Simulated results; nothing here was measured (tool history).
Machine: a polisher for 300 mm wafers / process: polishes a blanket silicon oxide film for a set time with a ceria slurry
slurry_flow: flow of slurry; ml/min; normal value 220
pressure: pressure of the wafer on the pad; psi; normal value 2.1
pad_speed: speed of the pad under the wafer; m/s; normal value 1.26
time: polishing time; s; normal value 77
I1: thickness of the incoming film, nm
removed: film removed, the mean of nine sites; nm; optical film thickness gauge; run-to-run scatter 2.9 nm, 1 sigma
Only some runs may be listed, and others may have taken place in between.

Run 1, hour 0.0: usual settings but time 64 s; I1 933.8. Result: removed 260.0 nm.
At hour 16.6: head pressure recalibrated.
Run 2, hour 17.1: usual settings but time 64 s; I1 932.9. Result: removed 257.2 nm.
Run 3, hour 35.6: usual settings but slurry_flow 185 ml/min, pad_speed 1.08 m/s; I1 941.4. Result: removed 266.7 nm.
Run 4, hour 48.8: usual settings; I1 924.1. Result: removed 311.9 nm.
Run 5, hour 84.1: usual settings; I1 944.1. Result: removed 312.1 nm.
At hour 112.4: worn pad replaced by a new one.
Run 6, hour 113.1: usual settings; I1 916.7. Result: removed 312.8 nm.
Run 7, hour 145.7: usual settings; I1 933.3. Result: removed 314.3 nm.
Run 8, hour 170.9: usual settings; I1 919.4. Result: removed 312.3 nm.
Run 9, hour 202.3: usual settings but pressure 2.6 psi, time 68 s; I1 942.6. Result: removed 337.8 nm.
Run 10, hour 219.4: usual settings but pressure 2.5 psi; I1 921.0. Result: removed 368.6 nm.
At hour 257.0: worn pad replaced by a new one.
Run 11, hour 271.6: usual settings but pressure 2.5 psi; I1 924.9. Result: removed 378.0 nm.
Run 12, hour 303.1: usual settings but pressure 2.5 psi; I1 939.5. Result: removed 367.0 nm.
Run 13, hour 327.9: usual settings but pressure 1.5 psi; I1 937.4. Result: removed 225.7 nm.
At hour 341.6: slurry nozzle cleaned.
Run 14, hour 352.0: usual settings but pressure 1.5 psi; I1 922.8. Result: removed 220.2 nm.
Run 15, hour 385.3: usual settings but pressure 1.5 psi; I1 933.9. Result: removed 223.4 nm.
Run 16, hour 410.5: usual settings but slurry_flow 260 ml/min, pad_speed 1.50 m/s; I1 936.8. Result: removed 383.3 nm.
At hour 441.0: worn pad replaced by a new one.
Run 17, hour 441.5: usual settings but pad_speed 0.92 m/s, time 98 s; I1 927.8. Result: removed 286.5 nm.
Run 18, hour 466.2: usual settings; I1 928.8. Result: removed 314.8 nm.
Run 19, hour 500.3: usual settings but pad_speed 1.46 m/s, time 84 s; I1 925.0. Result: removed 393.9 nm.
Run 20, hour 529.5: usual settings; I1 941.9. Result: removed 310.8 nm.
Run 21, hour 548.6: usual settings but pressure 2.3 psi, pad_speed 1.38 m/s, time 102 s; I1 918.7. Result: removed 502.2 nm.
At hour 571.8: head pressure recalibrated.
Run 22, hour 577.4: usual settings but slurry_flow 295 ml/min, pad_speed 0.88 m/s, time 95 s; I1 923.7. Result: removed 274.2 nm.
Run 23, hour 598.6: usual settings but pad_speed 0.84 m/s, time 54 s; I1 923.9. Result: removed 144.7 nm.
Run 24, hour 622.8: usual settings but time 96 s; I1 927.5. Result: removed 389.0 nm.
At hour 629.0: worn pad replaced by a new one.
Run 25, hour 654.6: usual settings; I1 928.4. Result: removed 317.9 nm.
Run 26, hour 688.3: usual settings but slurry_flow 275 ml/min, pressure 2.7 psi, pad_speed 1.56 m/s; I1 932.1. Result: removed 498.6 nm.
Run 27, hour 720.9: usual settings but pressure 2.8 psi; I1 929.5. Result: removed 410.1 nm.
Run 28, hour 753.0: usual settings but pad_speed 0.88 m/s, time 87 s; I1 932.5. Result: removed 252.6 nm.
Run 29, hour 769.0: usual settings; I1 920.6. Result: removed 309.3 nm.
Run 30, hour 800.8: usual settings; I1 924.0. Result: removed 313.2 nm.

The tool's hidden state at each run:
removal rate lost through wear of the pad, %: 0, the same for each run
slurry flow missing at the pad, %: 0, the same for each run
deviation of the head's pressure from its setpoint, %: 0, the same for each run
